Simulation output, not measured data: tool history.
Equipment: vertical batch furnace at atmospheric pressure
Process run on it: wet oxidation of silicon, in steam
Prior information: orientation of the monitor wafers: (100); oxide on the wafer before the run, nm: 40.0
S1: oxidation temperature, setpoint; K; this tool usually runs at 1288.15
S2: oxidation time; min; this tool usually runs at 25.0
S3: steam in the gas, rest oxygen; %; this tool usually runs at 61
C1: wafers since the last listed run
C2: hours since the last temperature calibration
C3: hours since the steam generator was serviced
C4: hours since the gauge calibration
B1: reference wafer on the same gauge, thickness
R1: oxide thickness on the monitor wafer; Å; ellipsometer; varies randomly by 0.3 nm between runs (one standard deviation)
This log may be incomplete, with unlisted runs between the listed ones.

Run 1, day 0.000: usual settings; C1 0; C2 2413.8; C3 3061.8; C4 34.7; B1 201.99. Result: R1 1896.2 Å.
Run 2, day 0.371: usual settings; C1 113; C2 2422.7; C3 3070.7; C4 43.6; B1 201.90. Result: R1 1893.9 Å.
Run 3, day 0.883: usual settings; C1 156; C2 2435.0; C3 3083.0; C4 55.9; B1 202.03. Result: R1 1895.6 Å.
Run 4, day 1.592: usual settings; C1 215; C2 2452.0; C3 3100.0; C4 72.9; B1 202.03. Result: R1 1892.2 Å.
Run 5, day 3.642: usual settings; C1 624; C2 2501.2; C3 3149.2; C4 122.1; B1 201.91. Result: R1 1887.7 Å.
Run 6, day 4.158: usual settings; C1 157; C2 2513.6; C3 3161.6; C4 134.5; B1 202.11. Result: R1 1886.1 Å.
Run 7, day 4.800: usual settings; C1 195; C2 2529.0; C3 3177.0; C4 149.9; B1 202.05. Result: R1 1891.0 Å.
Run 8, day 5.471: usual settings; C1 204; C2 2545.1; C3 3193.1; C4 166.0; B1 202.09. Result: R1 1886.0 Å.
Run 9, day 6.192: usual settings but S2 30.0 min, S3 69 %; C1 219; C2 2562.4; C3 3210.4; C4 183.3; B1 201.96. Result: R1 2292.0 Å.
At day 7.462: thermocouples replaced and temperature profile calibrated.
Run 10, day 7.483: usual settings but S2 30.0 min, S3 69 %; C1 88; C2 0.5; C3 3241.4; C4 214.3; B1 201.95. Result: R1 2287.4 Å.
Run 11, day 7.650: usual settings; C1 50; C2 4.5; C3 3245.4; C4 218.3; B1 201.87. Result: R1 1881.5 Å.
Run 12, day 7.821: usual settings; C1 52; C2 8.6; C3 3249.5; C4 222.4; B1 202.14. Result: R1 1883.1 Å.
Run 13, day 8.308: usual settings but S1 1297.15 K; C1 148; C2 20.3; C3 3261.2; C4 234.1; B1 201.95. Result: R1 2009.4 Å.
Run 14, day 8.800: usual settings; C1 149; C2 32.1; C3 3273.0; C4 245.9; B1 202.02. Result: R1 1880.0 Å.
Run 15, day 9.525: usual settings; C1 221; C2 49.5; C3 3290.4; C4 263.3; B1 201.99. Result: R1 1879.6 Å.
Run 16, day 10.200: usual settings; C1 205; C2 65.7; C3 3306.6; C4 279.5; B1 202.07. Result: R1 1878.8 Å.
Run 17, day 10.675: usual settings; C1 144; C2 77.1; C3 3318.0; C4 290.9; B1 202.08. Result: R1 1878.9 Å.
Run 18, day 10.983: usual settings but S1 1304.15 K, S2 29.5 min; C1 93; C2 84.5; C3 3325.4; C4 298.3; B1 201.97. Result: R1 2339.1 Å.
Run 19, day 11.621: usual settings but S1 1298.15 K, S2 30.0 min; C1 194; C2 99.8; C3 3340.7; C4 313.6; B1 202.00. Result: R1 2265.4 Å.
Run 20, day 12.008: usual settings but S1 1304.15 K, S2 17.5 min, S3 70 %; C1 118; C2 109.1; C3 3350.0; C4 322.9; B1 202.04. Result: R1 1830.0 Å.
Run 21, day 12.275: usual settings but S1 1312.15 K; C1 81; C2 115.5; C3 3356.4; C4 329.3; B1 201.98. Result: R1 2221.0 Å.
Run 22, day 12.825: usual settings but S1 1302.15 K, S2 20.0 min, S3 67 %; C1 167; C2 128.7; C3 3369.6; C4 342.5; B1 201.97. Result: R1 1905.7 Å.
Run 23, day 13.533: usual settings but S1 1304.15 K, S2 17.5 min, S3 70 %; C1 215; C2 145.7; C3 3386.6; C4 359.5; B1 202.04. Result: R1 1828.3 Å.
Run 24, day 13.900: usual settings but S1 1308.15 K, S2 20.0 min, S3 58 %; C1 111; C2 154.5; C3 3395.4; C4 368.3; B1 202.02. Result: R1 1818.0 Å.
Run 25, day 14.650: usual settings but S2 37.0 min, S3 72 %; C1 228; C2 172.5; C3 3413.4; C4 386.3; B1 202.02. Result: R1 2677.2 Å.
At day 15.429: gauge calibrated.
At day 15.708: steam generator serviced.
Run 26, day 15.729: usual settings but S1 1297.15 K; C1 24; C2 198.4; C3 0.5; C4 7.2; B1 201.98. Result: R1 2090.1 Å.
Run 27, day 15.900: usual settings but S3 69 %; C1 52; C2 202.5; C3 4.6; C4 11.3; B1 201.98. Result: R1 2126.4 Å.
Run 28, day 16.538: usual settings; C1 194; C2 217.8; C3 19.9; C4 26.6; B1 201.93. Result: R1 1969.2 Å.
Run 29, day 17.283: usual settings but S1 1281.15 K, S3 49 %; C1 227; C2 235.7; C3 37.8; C4 44.5; B1 202.06. Result: R1 1624.4 Å.
Run 30, day 18.017: usual settings but S1 1266.15 K, S2 30.5 min, S3 58 %; C1 223; C2 253.3; C3 55.4; C4 62.1; B1 201.96. Result: R1 1832.5 Å.
Run 31, day 18.383: usual settings; C1 111; C2 262.1; C3 64.2; C4 70.9; B1 202.03. Result: R1 1961.7 Å.
Run 32, day 18.796: usual settings; C1 125; C2 272.0; C3 74.1; C4 80.8; B1 202.01. Result: R1 1962.0 Å.
Run 33, day 19.092: usual settings but S1 1300.15 K, S2 13.0 min; C1 90; C2 279.1; C3 81.2; C4 87.9; B1 202.12. Result: R1 1419.6 Å.
Run 34, day 19.733: usual settings but S3 65 %; C1 195; C2 294.5; C3 96.6; C4 103.3; B1 202.11. Result: R1 2041.7 Å.
Run 35, day 20.158: usual settings; C1 129; C2 304.7; C3 106.8; C4 113.5; B1 201.96. Result: R1 1965.6 Å.

Predict each of these 3 candidate next runs independently; none follows another, all start after run 35:
Run A, day 20.329: usual settings; C1 52; C2 308.8; C3 110.9; C4 117.6; B1 ?. Result: R1 ?.
Run B, day 20.329: usual settings but S2 16.5 min, S3 72 %; C1 52; C2 308.8; C3 110.9; C4 117.6; B1 ?. Result: R1 ?.
Run C, day 20.329: usual settings but S1 1265.15 K, S2 18.5 min, S3 54 %; C1 52; C2 308.8; C3 110.9; C4 117.6; B1 ?. Result: R1 ?.

run      B1      R1
  A  201.98  1958.0
  B  201.98  1670.1
  C  201.98  1260.2
With the hidden condition removed and each run's random variation left untouched, the same runs would have given:
run      R1
  A  1981.8
  B  1690.0
  C  1274.7
